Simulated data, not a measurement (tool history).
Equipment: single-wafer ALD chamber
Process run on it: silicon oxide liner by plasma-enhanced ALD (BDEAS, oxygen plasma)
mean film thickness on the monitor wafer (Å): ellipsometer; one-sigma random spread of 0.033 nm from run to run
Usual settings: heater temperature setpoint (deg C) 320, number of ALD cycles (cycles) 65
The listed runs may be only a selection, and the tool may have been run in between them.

run,hour,heater temperature setpoint (deg C),number of ALD cycles (cycles),"read-back reference wafer on the same gauge, thickness_nm",mean film thickness on the monitor wafer (Å)
1,0,320,72,7.03,69.24
# hour 7.8: gauge calibrated
2,43.1,320,72,7.038,69.32
3,59.9,320,65,7.033,62.19
4,73.1,320,65,7.071,62.31
5,87.4,320,65,7.06,62.64
6,94,320,65,7.039,62.13
7,102.8,320,65,7.057,62.63
8,119.3,320,65,7.048,62.1
9,164,320,65,7.061,62.39
10,175.2,320,65,7.046,62.15
11,182.8,320,65,7.04,62.48
12,199.4,320,65,7.055,61.95
13,210.6,320,65,7.045,62.03
14,224.1,324,74,7.049,70.19
15,234.8,324,74,7.055,70.54
16,248.8,310,65,7.048,63.56
17,263.9,320,65,7.053,62.18
18,281.8,316,65,7.049,62.9
19,288.3,320,73,7.043,69.98
20,317.2,320,65,7.051,62.07
21,327.1,320,65,7.052,62.15
22,338.9,320,65,7.046,61.76
23,348.5,320,65,7.053,62.78
# hour 352.6: gauge calibrated
24,365.6,320,69,7.042,66.02
# hour 375.1: thermocouple changed; heater temperature recalibrated
25,375.6,320,65,7.04,62.68
26,382.6,320,65,7.054,62.36
27,428.5,314,52,7.04,50.07
28,435.3,320,59,7.056,57.02
29,451.7,328,70,7.056,66
30,461.8,320,65,7.05,62.29
31,468.3,316,59,7.05,56.45
32,483.6,330,77,7.048,72.03
33,498,331,73,7.05,68.52
34,519.4,309,60,7.058,58.41
35,530.2,320,65,7.06,62.43
36,547.7,330,65,7.062,61.53
37,564.3,320,65,7.062,62.61
38,571,320,65,7.047,61.61
39,581,327,70,7.054,66.65
40,593.7,311,70,7.054,68.17
41,603.8,313,71,7.052,68.54
42,619.4,334,72,7.04,68.2
43,627.8,320,65,7.043,62.58
44,636.2,309,53,7.063,51.46
45,652.2,320,65,7.05,62.36
46,662.9,307,69,7.041,67.92
47,677.7,320,65,7.045,62.69

Predict each of these 3 candidate next runs independently; none follows another, all start after run 47:
A,678.2,313,65,?,?
B,678.2,308,54,?,?
C,678.2,306,61,?,?

run,"read-back reference wafer on the same gauge, thickness_nm",mean film thickness on the monitor wafer (Å)
A,7.046,63.3
B,7.046,53.01
C,7.046,60.08
Without the tool's hidden state the same runs would have given:
run,mean film thickness on the monitor wafer (Å)
A,63.3
B,53.01
C,60.08
